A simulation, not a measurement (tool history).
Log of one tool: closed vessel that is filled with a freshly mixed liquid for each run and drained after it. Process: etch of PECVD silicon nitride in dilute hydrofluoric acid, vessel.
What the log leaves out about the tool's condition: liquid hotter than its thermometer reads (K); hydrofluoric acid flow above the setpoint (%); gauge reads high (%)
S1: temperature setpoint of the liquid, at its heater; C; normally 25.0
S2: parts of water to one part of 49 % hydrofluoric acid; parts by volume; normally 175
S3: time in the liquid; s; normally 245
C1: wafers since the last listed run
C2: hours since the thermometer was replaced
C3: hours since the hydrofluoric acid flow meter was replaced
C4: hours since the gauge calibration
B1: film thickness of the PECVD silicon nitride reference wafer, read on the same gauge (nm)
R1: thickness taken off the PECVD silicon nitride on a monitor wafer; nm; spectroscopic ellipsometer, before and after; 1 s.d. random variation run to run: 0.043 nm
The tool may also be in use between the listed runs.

run   hour    S1   S2   S3    C1      C2      C3     C4      B1      R1
  1    0.0  25.0  175  245     0  2255.8   844.0  599.3  69.997   4.603
  2   19.8  27.0  175  245  1507  2275.6   863.8  619.1  70.029   5.187
  3   49.0  22.5  175  245  2223  2304.8   893.0  648.3  69.977   3.888
  4   78.7  22.5  175  245  2261  2334.5   922.7  678.0  70.049   3.973
      95.6  -- thermometer replaced
  5  112.4  22.5  175  245  2489    16.8   956.4  711.7  70.021   3.907
  6  126.8  25.0  175  245  1096    31.2   970.8  726.1  69.990   4.617
  7  148.3  25.0  175  245  1636    52.7   992.3  747.6  70.003   4.629
  8  178.6  25.0  175  245  2306    83.0  1022.6  777.9  69.995   4.654
  9  195.6  20.5   90  120  1294   100.0  1039.6  794.9  69.997   3.293
 10  212.6  21.0  175  145  1294   117.0  1056.6  811.9  70.003   2.138
 11  245.7  26.5  175  245  2520   150.1  1089.7  845.0  69.989   5.024
 12  265.4  22.5  175  100  1499   169.8  1109.4  864.7  69.966   1.631
 13  294.3  25.0  175  370  2200   198.7  1138.3  893.6  69.971   7.067
 14  320.8  22.5  175  330  2017   225.2  1164.8  920.1  69.982   5.392
 15  350.2  21.5  175  345  2238   254.6  1194.2  949.5  70.012   5.320
     362.4  -- gauge calibrated
 16  369.2  22.5  175  135  1446   273.6  1213.2    6.8  70.043   2.197
 17  394.5  27.0  120  360  1926   298.9  1238.5   32.1  69.986  11.403
 18  406.6  21.0  130  180   921   311.0  1250.6   44.2  69.999   3.537
 19  425.6  25.0  130  300  1446   330.0  1269.6   63.2  70.004   7.673
 20  440.1  20.0  225  360  1103   344.5  1284.1   77.7  70.026   3.897
 21  459.1  28.0  235  385  1446   363.5  1303.1   96.7  69.971   6.765
     471.7  -- hydrofluoric acid flow meter replaced
 22  486.5  30.0  215  245  2009   390.9    14.8  124.1  70.024   4.888
 23  507.0  28.5  250  245  1560   411.4    35.3  144.6  69.988   3.770
 24  533.1  25.0  175  245  1987   437.5    61.4  170.7  70.025   4.456
 25  566.5  30.0  145  135  2542   470.9    94.8  204.1  69.992   4.023
 26  595.7  25.0  175  245  2223   500.1   124.0  233.3  70.013   4.414
 27  624.3  25.0  175  245  2177   528.7   152.6  261.9  70.010   4.372
 28  654.0  22.0  175  295  2261   558.4   182.3  291.6  70.018   4.471
 29  674.7  25.0  175  245  1575   579.1   203.0  312.3  70.015   4.426
 30  691.8  20.0  210  155  1301   596.2   220.1  329.4  70.032   1.698
 31  723.0  25.0  175  245  2375   627.4   251.3  360.6  70.047   4.533

Below are 5 alternative next runs, each starting from the tool's condition after run 31. Predict each:
  A  723.7  25.0  175  245  53  628.1  252.0  361.3   ?   ?
  B  723.7  25.0  260  245  53  628.1  252.0  361.3   ?   ?
  C  723.7  25.0  220  245  53  628.1  252.0  361.3   ?   ?
  D  723.7  23.0  125  245  53  628.1  252.0  361.3   ?   ?
  E  723.7  25.0  205  200  53  628.1  252.0  361.3   ?   ?

run      B1     R1
  A  70.028  4.357
  B  70.028  2.938
  C  70.028  3.470
  D  70.028  5.341
  E  70.028  3.039
With the hidden condition removed and each run's random variation left untouched, the same runs would have given:
run     R1
  A  4.276
  B  2.883
  C  3.405
  D  5.243
  E  2.982

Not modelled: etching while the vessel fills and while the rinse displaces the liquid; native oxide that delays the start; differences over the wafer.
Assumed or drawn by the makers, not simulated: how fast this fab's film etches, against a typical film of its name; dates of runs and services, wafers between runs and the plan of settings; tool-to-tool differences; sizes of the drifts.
